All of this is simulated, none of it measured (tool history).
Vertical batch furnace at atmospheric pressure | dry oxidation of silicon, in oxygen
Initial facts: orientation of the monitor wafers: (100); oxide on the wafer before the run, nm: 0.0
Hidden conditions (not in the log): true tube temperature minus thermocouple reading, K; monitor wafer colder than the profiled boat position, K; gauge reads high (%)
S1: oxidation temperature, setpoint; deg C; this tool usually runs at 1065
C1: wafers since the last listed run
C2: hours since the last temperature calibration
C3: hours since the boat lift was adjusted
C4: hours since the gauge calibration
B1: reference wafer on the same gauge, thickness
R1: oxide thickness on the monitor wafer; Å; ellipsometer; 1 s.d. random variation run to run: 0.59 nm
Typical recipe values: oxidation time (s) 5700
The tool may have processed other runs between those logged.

{"run": 1, "hour": 0.0, "S1": 1053, "oxidation time (s)": 5700, "C1": 0, "C2": 900.6, "C3": 4310.8, "C4": 2395.8, "B1": 95.34, "R1": 991.8}
{"run": 2, "hour": 98.1, "S1": 1053, "oxidation time (s)": 5700, "C1": 698, "C2": 998.7, "C3": 4408.9, "C4": 2493.9, "B1": 95.25, "R1": 991.7}
{"run": 3, "hour": 202.7, "S1": 1053, "oxidation time (s)": 5700, "C1": 744, "C2": 1103.3, "C3": 4513.5, "C4": 2598.5, "B1": 94.98, "R1": 990.7}
{"run": 4, "hour": 414.6, "S1": 1065, "oxidation time (s)": 5700, "C1": 1508, "C2": 1315.2, "C3": 4725.4, "C4": 2810.4, "B1": 94.97, "R1": 1094.6}
{"run": 5, "hour": 507.3, "S1": 1060, "oxidation time (s)": 5700, "C1": 659, "C2": 1407.9, "C3": 4818.1, "C4": 2903.1, "B1": 94.66, "R1": 1053.7}
{"run": 6, "hour": 573.3, "S1": 1060, "oxidation time (s)": 5700, "C1": 469, "C2": 1473.9, "C3": 4884.1, "C4": 2969.1, "B1": 94.92, "R1": 1046.4}
{"run": 7, "hour": 617.6, "S1": 1065, "oxidation time (s)": 4020, "C1": 315, "C2": 1518.2, "C3": 4928.4, "C4": 3013.4, "B1": 94.72, "R1": 868.7}
{"run": 8, "hour": 668.9, "S1": 1065, "oxidation time (s)": 4020, "C1": 365, "C2": 1569.5, "C3": 4979.7, "C4": 3064.7, "B1": 94.92, "R1": 876.5}
{"run": 9, "hour": 768.5, "S1": 1065, "oxidation time (s)": 4020, "C1": 709, "C2": 1669.1, "C3": 5079.3, "C4": 3164.3, "B1": 94.98, "R1": 873.9}
{"run": 10, "hour": 871.6, "S1": 1065, "oxidation time (s)": 5700, "C1": 734, "C2": 1772.2, "C3": 5182.4, "C4": 3267.4, "B1": 95.17, "R1": 1082.1}
{"hour": 1050.2, "done": "boat lift adjusted"}
{"run": 11, "hour": 1067.6, "S1": 1065, "oxidation time (s)": 7560, "C1": 1224, "C2": 1968.2, "C3": 17.4, "C4": 3463.4, "B1": 94.86, "R1": 1331.9}
{"run": 12, "hour": 1111.6, "S1": 1065, "oxidation time (s)": 7560, "C1": 313, "C2": 2012.2, "C3": 61.4, "C4": 3507.4, "B1": 95.15, "R1": 1349.2}
{"run": 13, "hour": 1188.5, "S1": 1065, "oxidation time (s)": 7560, "C1": 547, "C2": 2089.1, "C3": 138.3, "C4": 3584.3, "B1": 94.96, "R1": 1342.2}
{"run": 14, "hour": 1255.4, "S1": 1065, "oxidation time (s)": 5700, "C1": 476, "C2": 2156.0, "C3": 205.2, "C4": 3651.2, "B1": 94.85, "R1": 1110.0}
{"run": 15, "hour": 1357.0, "S1": 1065, "oxidation time (s)": 5700, "C1": 723, "C2": 2257.6, "C3": 306.8, "C4": 3752.8, "B1": 94.81, "R1": 1117.8}
{"run": 16, "hour": 1421.1, "S1": 1065, "oxidation time (s)": 5700, "C1": 456, "C2": 2321.7, "C3": 370.9, "C4": 3816.9, "B1": 95.02, "R1": 1126.0}
{"hour": 1428.5, "done": "gauge calibrated"}
{"run": 17, "hour": 1464.8, "S1": 1065, "oxidation time (s)": 5700, "C1": 311, "C2": 2365.4, "C3": 414.6, "C4": 36.3, "B1": 94.88, "R1": 1117.6}
{"run": 18, "hour": 1544.5, "S1": 1065, "oxidation time (s)": 5700, "C1": 567, "C2": 2445.1, "C3": 494.3, "C4": 116.0, "B1": 95.05, "R1": 1125.6}
{"run": 19, "hour": 1702.2, "S1": 1072, "oxidation time (s)": 4950, "C1": 1122, "C2": 2602.8, "C3": 652.0, "C4": 273.7, "B1": 95.08, "R1": 1074.4}
{"run": 20, "hour": 1769.0, "S1": 1065, "oxidation time (s)": 5700, "C1": 475, "C2": 2669.6, "C3": 718.8, "C4": 340.5, "B1": 95.04, "R1": 1116.3}
{"run": 21, "hour": 1852.8, "S1": 1052, "oxidation time (s)": 5700, "C1": 596, "C2": 2753.4, "C3": 802.6, "C4": 424.3, "B1": 94.78, "R1": 1010.9}
{"run": 22, "hour": 1913.9, "S1": 1065, "oxidation time (s)": 6720, "C1": 435, "C2": 2814.5, "C3": 863.7, "C4": 485.4, "B1": 95.05, "R1": 1237.1}
{"run": 23, "hour": 1959.8, "S1": 1065, "oxidation time (s)": 5700, "C1": 326, "C2": 2860.4, "C3": 909.6, "C4": 531.3, "B1": 94.66, "R1": 1115.9}
{"run": 24, "hour": 2025.5, "S1": 1044, "oxidation time (s)": 3690, "C1": 467, "C2": 2926.1, "C3": 975.3, "C4": 597.0, "B1": 95.1, "R1": 718.9}
{"run": 25, "hour": 2073.9, "S1": 1065, "oxidation time (s)": 6630, "C1": 344, "C2": 2974.5, "C3": 1023.7, "C4": 645.4, "B1": 94.86, "R1": 1233.0}
{"run": 26, "hour": 2156.8, "S1": 1065, "oxidation time (s)": 5700, "C1": 590, "C2": 3057.4, "C3": 1106.6, "C4": 728.3, "B1": 95.27, "R1": 1117.5}
{"run": 27, "hour": 2263.6, "S1": 1073, "oxidation time (s)": 5700, "C1": 760, "C2": 3164.2, "C3": 1213.4, "C4": 835.1, "B1": 94.94, "R1": 1199.3}
{"run": 28, "hour": 2309.3, "S1": 1046, "oxidation time (s)": 3030, "C1": 325, "C2": 3209.9, "C3": 1259.1, "C4": 880.8, "B1": 94.99, "R1": 638.2}
{"run": 29, "hour": 2355.4, "S1": 1054, "oxidation time (s)": 6900, "C1": 328, "C2": 3256.0, "C3": 1305.2, "C4": 926.9, "B1": 95.09, "R1": 1149.5}
{"run": 30, "hour": 2425.6, "S1": 1073, "oxidation time (s)": 8070, "C1": 499, "C2": 3326.2, "C3": 1375.4, "C4": 997.1, "B1": 95.04, "R1": 1479.9}
{"run": 31, "hour": 2523.7, "S1": 1040, "oxidation time (s)": 7620, "C1": 698, "C2": 3424.3, "C3": 1473.5, "C4": 1095.2, "B1": 95.04, "R1": 1101.0}
{"hour": 2553.7, "done": "thermocouples replaced and temperature profile calibrated"}
{"run": 32, "hour": 2806.5, "S1": 1087, "oxidation time (s)": 3120, "C1": 1842, "C2": 252.8, "C3": 1756.3, "C4": 1378.0, "B1": 95.17, "R1": 904.4}
{"run": 33, "hour": 2860.1, "S1": 1065, "oxidation time (s)": 5700, "C1": 381, "C2": 306.4, "C3": 1809.9, "C4": 1431.6, "B1": 95.0, "R1": 1119.4}
{"run": 34, "hour": 2914.4, "S1": 1065, "oxidation time (s)": 5700, "C1": 386, "C2": 360.7, "C3": 1864.2, "C4": 1485.9, "B1": 95.23, "R1": 1124.4}
{"run": 35, "hour": 2999.6, "S1": 1081, "oxidation time (s)": 6660, "C1": 606, "C2": 445.9, "C3": 1949.4, "C4": 1571.1, "B1": 94.81, "R1": 1384.0}
{"run": 36, "hour": 3063.5, "S1": 1065, "oxidation time (s)": 5700, "C1": 454, "C2": 509.8, "C3": 2013.3, "C4": 1635.0, "B1": 95.21, "R1": 1115.0}
{"run": 37, "hour": 3168.2, "S1": 1085, "oxidation time (s)": 4740, "C1": 745, "C2": 614.5, "C3": 2118.0, "C4": 1739.7, "B1": 95.04, "R1": 1155.5}
{"run": 38, "hour": 3256.1, "S1": 1065, "oxidation time (s)": 8400, "C1": 625, "C2": 702.4, "C3": 2205.9, "C4": 1827.6, "B1": 94.94, "R1": 1433.7}
{"run": 39, "hour": 3456.2, "S1": 1073, "oxidation time (s)": 7980, "C1": 1424, "C2": 902.5, "C3": 2406.0, "C4": 2027.7, "B1": 94.76, "R1": 1452.5}
{"run": 40, "hour": 3545.6, "S1": 1065, "oxidation time (s)": 5700, "C1": 636, "C2": 991.9, "C3": 2495.4, "C4": 2117.1, "B1": 95.07, "R1": 1102.1}

For each entry between runs, how does the tool's hidden state at the last listed run before it compare with that at the first listed run after it?
In the gap between runs 10 and 11: boat lift adjusted (hour 1050.2)
  monitor wafer colder than the profiled boat position, K: 3.96 -> 0.17
  difference, measured minus the result without the unlogged condition, R1: -33.7 -> -1.7 Å
In the gap between runs 16 and 17: gauge calibrated (hour 1428.5)
  monitor wafer colder than the profiled boat position, K: 0.439 -> 0.472
  difference, measured minus the result without the unlogged condition, R1: -3.8 -> -4.1 Å
In the gap between runs 31 and 32: thermocouples replaced and temperature profile calibrated (hour 2553.7)
  monitor wafer colder than the profiled boat position, K: 1.28 -> 1.49
  difference, measured minus the result without the unlogged condition, R1: -11.6 -> -10.3 Å

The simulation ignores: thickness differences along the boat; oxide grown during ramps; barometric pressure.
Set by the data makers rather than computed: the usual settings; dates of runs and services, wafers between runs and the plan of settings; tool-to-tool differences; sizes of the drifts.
